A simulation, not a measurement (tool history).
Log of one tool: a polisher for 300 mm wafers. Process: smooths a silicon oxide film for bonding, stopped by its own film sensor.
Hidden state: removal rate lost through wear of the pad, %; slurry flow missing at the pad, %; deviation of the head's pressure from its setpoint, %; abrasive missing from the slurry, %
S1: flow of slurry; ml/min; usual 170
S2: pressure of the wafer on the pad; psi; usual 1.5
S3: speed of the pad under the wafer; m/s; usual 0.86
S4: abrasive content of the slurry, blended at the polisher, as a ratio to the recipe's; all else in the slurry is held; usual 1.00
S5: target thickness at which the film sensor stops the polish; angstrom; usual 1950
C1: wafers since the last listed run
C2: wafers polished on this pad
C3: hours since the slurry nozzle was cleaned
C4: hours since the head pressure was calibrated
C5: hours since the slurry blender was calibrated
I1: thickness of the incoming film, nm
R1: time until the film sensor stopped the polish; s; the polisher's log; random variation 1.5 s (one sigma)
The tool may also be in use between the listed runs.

run,hour,S1,S2,S3,S4,S5,C1,C2,C3,C4,C5,I1,R1
1,0.0,170,1.5,0.86,1.10,1910,0,762,278.2,695.0,171.1,229.6,80.3
2,24.1,130,1.5,1.10,1.00,1950,143,906,302.3,719.1,195.2,228.7,62.9
3,50.1,130,1.5,1.10,1.00,1950,155,1061,328.3,745.1,221.2,234.0,71.3
# hour 85.5: worn pad replaced by a new one
4,92.1,130,1.5,1.10,1.00,1950,226,39,370.3,787.1,263.2,232.4,66.9
# hour 102.5: slurry blender recalibrated
5,134.2,170,1.5,0.86,1.00,1950,239,278,412.4,829.2,31.7,230.1,72.8
6,231.4,170,1.5,0.86,1.00,1950,580,858,509.6,926.4,128.9,230.4,75.0
7,260.5,170,1.5,1.00,1.00,1950,173,1032,538.7,955.5,158.0,229.0,62.5
# hour 278.5: worn pad replaced by a new one
8,305.7,170,1.5,1.00,1.00,1950,245,162,583.9,1000.7,203.2,233.1,71.1
# hour 310.2: slurry blender recalibrated
9,353.7,170,1.5,0.86,1.20,1950,274,436,631.9,1048.7,43.5,229.6,64.8
10,421.0,170,1.5,0.86,1.20,1950,401,838,699.2,1116.0,110.8,233.9,76.3
# hour 474.3: worn pad replaced by a new one
11,484.7,170,1.1,0.76,0.75,1900,356,62,762.9,1179.7,174.5,225.0,122.1
# hour 499.9: slurry nozzle cleaned
# hour 510.5: head pressure recalibrated
12,513.0,220,1.7,0.86,1.00,1950,150,213,13.1,2.5,202.8,227.2,54.6
# hour 544.9: slurry blender recalibrated
13,622.4,120,1.5,1.16,1.00,1950,640,854,122.5,111.9,77.5,230.5,56.8
# hour 682.8: worn pad replaced by a new one
14,688.5,200,1.9,0.86,1.00,1950,370,34,188.6,178.0,143.6,229.8,50.3
# hour 698.8: head pressure recalibrated, repeated, since the last time left the tool worse
15,746.8,130,1.5,0.86,1.00,1950,336,370,246.9,48.0,201.9,233.5,90.5
# hour 759.5: slurry blender recalibrated
16,811.6,170,1.5,0.86,1.00,1950,374,744,311.7,112.8,52.1,234.7,84.6
17,855.6,170,1.5,0.86,1.00,1950,262,1007,355.7,156.8,96.1,230.2,75.7
# hour 896.8: worn pad replaced by a new one
18,919.7,135,1.5,0.74,1.15,2050,358,136,419.8,220.9,160.2,230.2,60.6

Forecast run 19:
# hour 969.7: slurry blender recalibrated
19,987.5,170,1.9,0.86,1.25,1950,392,529,487.6,288.7,17.8,226.8,?

{"run 19": {"R1": 50.6}}
Without the tool's hidden state the same run would have given R1 51.0 s.
